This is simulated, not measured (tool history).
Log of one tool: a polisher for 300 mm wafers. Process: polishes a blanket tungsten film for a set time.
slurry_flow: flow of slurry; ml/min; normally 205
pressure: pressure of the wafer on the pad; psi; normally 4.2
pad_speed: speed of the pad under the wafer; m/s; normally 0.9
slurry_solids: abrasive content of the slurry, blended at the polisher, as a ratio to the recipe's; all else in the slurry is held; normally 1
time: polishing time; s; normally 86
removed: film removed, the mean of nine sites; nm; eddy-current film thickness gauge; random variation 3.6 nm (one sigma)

run,hour,slurry_flow,pressure,pad_speed,slurry_solids,time,"incoming thickness of the incoming film, nm",removed
1,0,245,5.4,0.9,1,86,1136.2,413.7
2,16.3,245,5.4,0.9,1,86,1180.9,405.6
3,32.8,245,5.4,0.9,1,86,1142.9,409.9
4,47.4,205,4.2,0.9,1,86,1161.4,318.5
5,61.7,205,4.2,0.9,1,86,1174.4,315.9
6,69.2,205,4.2,0.9,1,86,1171.2,315.6
7,86.1,205,4.2,0.9,1,86,1148.5,345.5
8,98.2,205,4.2,0.7,1,115,1148.5,364
9,108.8,205,4.2,0.9,1,76,1154.6,301.3
10,117.6,205,2.9,0.9,1,86,1175.1,245.9
11,129.9,205,4.2,0.9,1,86,1166.1,330.4
12,136.2,205,4.2,0.74,0.8,67,1155.9,207.8
13,145.8,205,5.6,1.06,1.15,86,1170.1,521.6
14,157.4,205,4.2,0.66,1.15,86,1155.6,247.3
15,168.7,205,3.5,0.6,1,86,1155.2,186.3
16,184.7,170,2.8,0.9,1,86,1148.1,223.2
17,226.7,205,5.1,0.9,1.25,86,1136.5,395.9
18,242.4,205,4.2,0.9,1,86,1162.2,315.9
19,249.5,205,5.5,0.7,1,86,1169.5,315.6
20,257.4,205,4.2,0.9,1,86,1182.5,314.8
21,267,235,4.2,0.9,1,77,1143.8,285.8
22,274.2,140,4.2,0.62,0.9,113,1163,265.3
23,290.7,150,5.7,0.9,1.15,114,1151.8,597.3
24,307.8,205,3.7,1.08,0.75,78,1154.9,315.7
25,318.6,205,4.2,0.8,1,86,1153.3,300.6
26,331.3,205,4.2,0.9,1,86,1159.5,335.3

Not shown: 8 entries that the log had between the listed runs. Between which runs, and how does the tool's hidden state differ before and after?
In the gap between runs 6 and 7: worn pad replaced by a new one (hour 74.2); slurry blender recalibrated (hour 81.4)
  abrasive missing from the slurry, %: 39.4 -> 6.81
  measured value less the no-hidden-state value, removed: -31.7 -> -4.9 nm
In the gap between runs 7 and 8: slurry tank refilled with fresh slurry and peroxide (hour 89.6)
  abrasive missing from the slurry, %: 6.81 -> 12.7
  measured value less the no-hidden-state value, removed: -4.9 -> -10.1 nm
In the gap between runs 13 and 14: head pressure recalibrated (hour 149.9)
  abrasive missing from the slurry, %: 27.6 -> 29.9
  measured value less the no-hidden-state value, removed: -34.5 -> -17.9 nm
In the gap between runs 15 and 16: slurry nozzle cleaned (hour 178.4)
  abrasive missing from the slurry, %: 31.7 -> 33.7
  measured value less the no-hidden-state value, removed: -14.3 -> -18.5 nm
In the gap between runs 16 and 17: worn pad replaced by a new one (hour 217.9)
  abrasive missing from the slurry, %: 33.7 -> 37.3
  measured value less the no-hidden-state value, removed: -18.5 -> -37.8 nm
In the gap between runs 17 and 18: slurry tank refilled with fresh slurry and peroxide (hour 230.6)
  abrasive missing from the slurry, %: 37.3 -> 38.1
  measured value less the no-hidden-state value, removed: -37.8 -> -30.4 nm
In the gap between runs 22 and 23: slurry blender recalibrated (hour 284.4)
  abrasive missing from the slurry, %: 39.2 -> 3.99
  measured value less the no-hidden-state value, removed: -26.3 -> -5 nm
